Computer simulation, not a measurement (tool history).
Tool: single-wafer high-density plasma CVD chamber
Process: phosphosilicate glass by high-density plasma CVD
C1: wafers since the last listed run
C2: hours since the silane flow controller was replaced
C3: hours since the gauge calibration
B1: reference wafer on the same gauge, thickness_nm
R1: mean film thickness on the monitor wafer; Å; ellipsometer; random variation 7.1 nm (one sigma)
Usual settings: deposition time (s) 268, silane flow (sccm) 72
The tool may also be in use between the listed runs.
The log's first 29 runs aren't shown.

-- hour=760.0 silane flow controller replaced
run 30 hour=829.4 | deposition_time_(s)=223 silane_flow_(sccm)=78 | C1=409 C2=69.4 C3=111.0 | B1=2039.242 | R1=20361.77
run 31 hour=864.4 | deposition_time_(s)=282 silane_flow_(sccm)=72 | C1=154 C2=104.4 C3=146.0 | B1=2041.433 | R1=23675.49
run 32 hour=963.7 | deposition_time_(s)=268 silane_flow_(sccm)=72 | C1=437 C2=203.7 C3=245.3 | B1=2042.521 | R1=22661.46
run 33 hour=985.1 | deposition_time_(s)=320 silane_flow_(sccm)=66 | C1=94 C2=225.1 C3=266.7 | B1=2040.906 | R1=24884.45
-- hour=1015.5 silane flow controller replaced, repeated, since the last time left the tool worse
run 34 hour=1021.1 | deposition_time_(s)=218 silane_flow_(sccm)=80 | C1=123 C2=5.6 C3=302.7 | B1=2042.958 | R1=18983.65
run 35 hour=1043.4 | deposition_time_(s)=268 silane_flow_(sccm)=81 | C1=98 C2=27.9 C3=325.0 | B1=2039.000 | R1=23564.87
run 36 hour=1064.8 | deposition_time_(s)=229 silane_flow_(sccm)=60 | C1=94 C2=49.3 C3=346.4 | B1=2040.776 | R1=14942.68
run 37 hour=1081.8 | deposition_time_(s)=318 silane_flow_(sccm)=60 | C1=74 C2=66.3 C3=363.4 | B1=2042.783 | R1=20859.65
run 38 hour=1102.3 | deposition_time_(s)=268 silane_flow_(sccm)=59 | C1=90 C2=86.8 C3=383.9 | B1=2038.739 | R1=17169.66
run 39 hour=1126.3 | deposition_time_(s)=268 silane_flow_(sccm)=72 | C1=105 C2=110.8 C3=407.9 | B1=2038.856 | R1=20946.37
run 40 hour=1151.8 | deposition_time_(s)=268 silane_flow_(sccm)=72 | C1=112 C2=136.3 C3=433.4 | B1=2038.702 | R1=21070.07

Forecast each of these 3 alternatives for the next run:
run A hour=1152.3 | deposition_time_(s)=268 silane_flow_(sccm)=72 | C1=2 C2=136.8 C3=433.9 | B1=? | R1=?
run B hour=1152.3 | deposition_time_(s)=226 silane_flow_(sccm)=79 | C1=2 C2=136.8 C3=433.9 | B1=? | R1=?
run C hour=1152.3 | deposition_time_(s)=285 silane_flow_(sccm)=72 | C1=2 C2=136.8 C3=433.9 | B1=? | R1=?

run=A B1=2035.027 R1=21087.10
run=B B1=2035.027 R1=19511.25
run=C B1=2035.027 R1=22424.71
Without the tool's hidden state the same runs would have given:
run=A R1=21057.60
run=B R1=19483.96
run=C R1=22393.35
